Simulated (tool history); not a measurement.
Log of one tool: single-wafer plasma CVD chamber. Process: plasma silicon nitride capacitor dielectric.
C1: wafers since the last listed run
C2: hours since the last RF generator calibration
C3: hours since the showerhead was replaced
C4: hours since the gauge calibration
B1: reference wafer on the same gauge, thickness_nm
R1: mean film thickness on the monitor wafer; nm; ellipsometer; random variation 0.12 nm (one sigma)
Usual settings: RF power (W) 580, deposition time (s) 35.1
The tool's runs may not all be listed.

run 1 hour=0 | RF_power_(W)=580 deposition_time_(s)=33.5 | C1=0 C2=658.9 C3=5420.1 C4=53.4 | B1=54.063 | R1=49.6
run 2 hour=15.9 | RF_power_(W)=545 deposition_time_(s)=32.5 | C1=278 C2=674.8 C3=5436 C4=69.3 | B1=54.07 | R1=47.287
run 3 hour=33.8 | RF_power_(W)=545 deposition_time_(s)=32.5 | C1=313 C2=692.7 C3=5453.9 C4=87.2 | B1=54.078 | R1=47.361
run 4 hour=56.9 | RF_power_(W)=630 deposition_time_(s)=35.1 | C1=405 C2=715.8 C3=5477 C4=110.3 | B1=54.094 | R1=53.197
run 5 hour=79.2 | RF_power_(W)=645 deposition_time_(s)=35.1 | C1=390 C2=738.1 C3=5499.3 C4=132.6 | B1=54.061 | R1=53.299
run 6 hour=108.2 | RF_power_(W)=580 deposition_time_(s)=40.3 | C1=508 C2=767.1 C3=5528.3 C4=161.6 | B1=54.133 | R1=59.647
run 7 hour=129.1 | RF_power_(W)=580 deposition_time_(s)=39.2 | C1=366 C2=788 C3=5549.2 C4=182.5 | B1=54.043 | R1=58.069
run 8 hour=150.4 | RF_power_(W)=580 deposition_time_(s)=35.1 | C1=373 C2=809.3 C3=5570.5 C4=203.8 | B1=54.058 | R1=51.83
run 9 hour=183.4 | RF_power_(W)=580 deposition_time_(s)=35.1 | C1=578 C2=842.3 C3=5603.5 C4=236.8 | B1=54.12 | R1=52.015
run 10 hour=197.5 | RF_power_(W)=580 deposition_time_(s)=35.1 | C1=247 C2=856.4 C3=5617.6 C4=250.9 | B1=54.141 | R1=52.018
run 11 hour=224.1 | RF_power_(W)=580 deposition_time_(s)=35.1 | C1=466 C2=883 C3=5644.2 C4=277.5 | B1=54.142 | R1=51.907
run 12 hour=248.4 | RF_power_(W)=580 deposition_time_(s)=35.1 | C1=426 C2=907.3 C3=5668.5 C4=301.8 | B1=54.081 | R1=51.917
run 13 hour=345 | RF_power_(W)=580 deposition_time_(s)=35.1 | C1=1693 C2=1003.9 C3=5765.1 C4=398.4 | B1=54.136 | R1=52.028
run 14 hour=370.7 | RF_power_(W)=580 deposition_time_(s)=35.1 | C1=450 C2=1029.6 C3=5790.8 C4=424.1 | B1=54.112 | R1=51.85
run 15 hour=388.4 | RF_power_(W)=580 deposition_time_(s)=40.5 | C1=310 C2=1047.3 C3=5808.5 C4=441.8 | B1=54.058 | R1=60.025
run 16 hour=421.5 | RF_power_(W)=580 deposition_time_(s)=40.5 | C1=580 C2=1080.4 C3=5841.6 C4=474.9 | B1=54.127 | R1=60.111
-- hour=438 showerhead replaced
run 17 hour=448.6 | RF_power_(W)=580 deposition_time_(s)=32.5 | C1=334 C2=1107.5 C3=10.6 C4=502 | B1=54.076 | R1=47.884
run 18 hour=466 | RF_power_(W)=580 deposition_time_(s)=32.5 | C1=305 C2=1124.9 C3=28 C4=519.4 | B1=54.139 | R1=47.835
run 19 hour=494.1 | RF_power_(W)=580 deposition_time_(s)=32.5 | C1=492 C2=1153 C3=56.1 C4=547.5 | B1=54.142 | R1=48.069
run 20 hour=509.5 | RF_power_(W)=580 deposition_time_(s)=35.1 | C1=270 C2=1168.4 C3=71.5 C4=562.9 | B1=54.075 | R1=51.963
run 21 hour=531.5 | RF_power_(W)=670 deposition_time_(s)=38.7 | C1=385 C2=1190.4 C3=93.5 C4=584.9 | B1=54.039 | R1=59.611
run 22 hour=565.3 | RF_power_(W)=580 deposition_time_(s)=35.1 | C1=592 C2=1224.2 C3=127.3 C4=618.7 | B1=54.138 | R1=51.982
run 23 hour=597.3 | RF_power_(W)=580 deposition_time_(s)=37.3 | C1=561 C2=1256.2 C3=159.3 C4=650.7 | B1=54.164 | R1=55.147
-- hour=611.3 RF generator calibrated
run 24 hour=611.8 | RF_power_(W)=650 deposition_time_(s)=35.1 | C1=113 C2=0.5 C3=173.8 C4=665.2 | B1=54.071 | R1=53.519
-- hour=617.3 gauge calibrated
run 25 hour=626.5 | RF_power_(W)=655 deposition_time_(s)=41.7 | C1=257 C2=15.2 C3=188.5 C4=9.2 | B1=54.091 | R1=63.726
run 26 hour=647.6 | RF_power_(W)=500 deposition_time_(s)=39 | C1=369 C2=36.3 C3=209.6 C4=30.3 | B1=54.099 | R1=55.586
run 27 hour=666.7 | RF_power_(W)=580 deposition_time_(s)=32.5 | C1=334 C2=55.4 C3=228.7 C4=49.4 | B1=54.119 | R1=48.125
run 28 hour=687.3 | RF_power_(W)=645 deposition_time_(s)=28.9 | C1=361 C2=76 C3=249.3 C4=70 | B1=54.041 | R1=44.013
run 29 hour=710 | RF_power_(W)=580 deposition_time_(s)=28.1 | C1=398 C2=98.7 C3=272 C4=92.7 | B1=54.106 | R1=41.82
run 30 hour=728.1 | RF_power_(W)=580 deposition_time_(s)=35.1 | C1=317 C2=116.8 C3=290.1 C4=110.8 | B1=54.098 | R1=52.061
run 31 hour=761.6 | RF_power_(W)=580 deposition_time_(s)=35.1 | C1=587 C2=150.3 C3=323.6 C4=144.3 | B1=54.118 | R1=51.984
run 32 hour=786.5 | RF_power_(W)=625 deposition_time_(s)=39.5 | C1=436 C2=175.2 C3=348.5 C4=169.2 | B1=54.141 | R1=59.523
run 33 hour=819.3 | RF_power_(W)=500 deposition_time_(s)=35.1 | C1=575 C2=208 C3=381.3 C4=202 | B1=54.064 | R1=50.124
run 34 hour=839.3 | RF_power_(W)=490 deposition_time_(s)=35.1 | C1=350 C2=228 C3=401.3 C4=222 | B1=54.03 | R1=49.685
run 35 hour=871.5 | RF_power_(W)=515 deposition_time_(s)=31.9 | C1=564 C2=260.2 C3=433.5 C4=254.2 | B1=54.114 | R1=45.73
run 36 hour=894.1 | RF_power_(W)=580 deposition_time_(s)=35.1 | C1=396 C2=282.8 C3=456.1 C4=276.8 | B1=54.114 | R1=51.874
run 37 hour=906.7 | RF_power_(W)=580 deposition_time_(s)=31.5 | C1=220 C2=295.4 C3=468.7 C4=289.4 | B1=54.08 | R1=46.751
run 38 hour=940.6 | RF_power_(W)=545 deposition_time_(s)=32.5 | C1=594 C2=329.3 C3=502.6 C4=323.3 | B1=54.077 | R1=47.236
run 39 hour=952.9 | RF_power_(W)=580 deposition_time_(s)=38.9 | C1=215 C2=341.6 C3=514.9 C4=335.6 | B1=54.121 | R1=57.506
run 40 hour=973.1 | RF_power_(W)=580 deposition_time_(s)=35.1 | C1=354 C2=361.8 C3=535.1 C4=355.8 | B1=54.102 | R1=51.986
run 41 hour=1002.5 | RF_power_(W)=625 deposition_time_(s)=39.3 | C1=515 C2=391.2 C3=564.5 C4=385.2 | B1=54.068 | R1=59.337
run 42 hour=1022.5 | RF_power_(W)=485 deposition_time_(s)=37 | C1=350 C2=411.2 C3=584.5 C4=405.2 | B1=54.116 | R1=52.178
run 43 hour=1046.8 | RF_power_(W)=580 deposition_time_(s)=35.1 | C1=426 C2=435.5 C3=608.8 C4=429.5 | B1=54.112 | R1=51.884
run 44 hour=1070.8 | RF_power_(W)=580 deposition_time_(s)=37.5 | C1=420 C2=459.5 C3=632.8 C4=453.5 | B1=54.064 | R1=55.571
run 45 hour=1093.5 | RF_power_(W)=580 deposition_time_(s)=35.1 | C1=398 C2=482.2 C3=655.5 C4=476.2 | B1=54.069 | R1=52.058

Forecast each of these 3 alternatives for the next run:
run A hour=1093.9 | RF_power_(W)=470 deposition_time_(s)=35.1 | C1=7 C2=482.6 C3=655.9 C4=476.6 | B1=? | R1=?
run B hour=1093.9 | RF_power_(W)=520 deposition_time_(s)=29.7 | C1=7 C2=482.6 C3=655.9 C4=476.6 | B1=? | R1=?
run C hour=1093.9 | RF_power_(W)=490 deposition_time_(s)=38.3 | C1=7 C2=482.6 C3=655.9 C4=476.6 | B1=? | R1=?

run=A B1=54.084 R1=49.174
run=B B1=54.084 R1=42.683
run=C B1=54.084 R1=54.221
Without the tool's hidden state the same runs would have given:
run=A R1=49.174
run=B R1=42.683
run=C R1=54.221

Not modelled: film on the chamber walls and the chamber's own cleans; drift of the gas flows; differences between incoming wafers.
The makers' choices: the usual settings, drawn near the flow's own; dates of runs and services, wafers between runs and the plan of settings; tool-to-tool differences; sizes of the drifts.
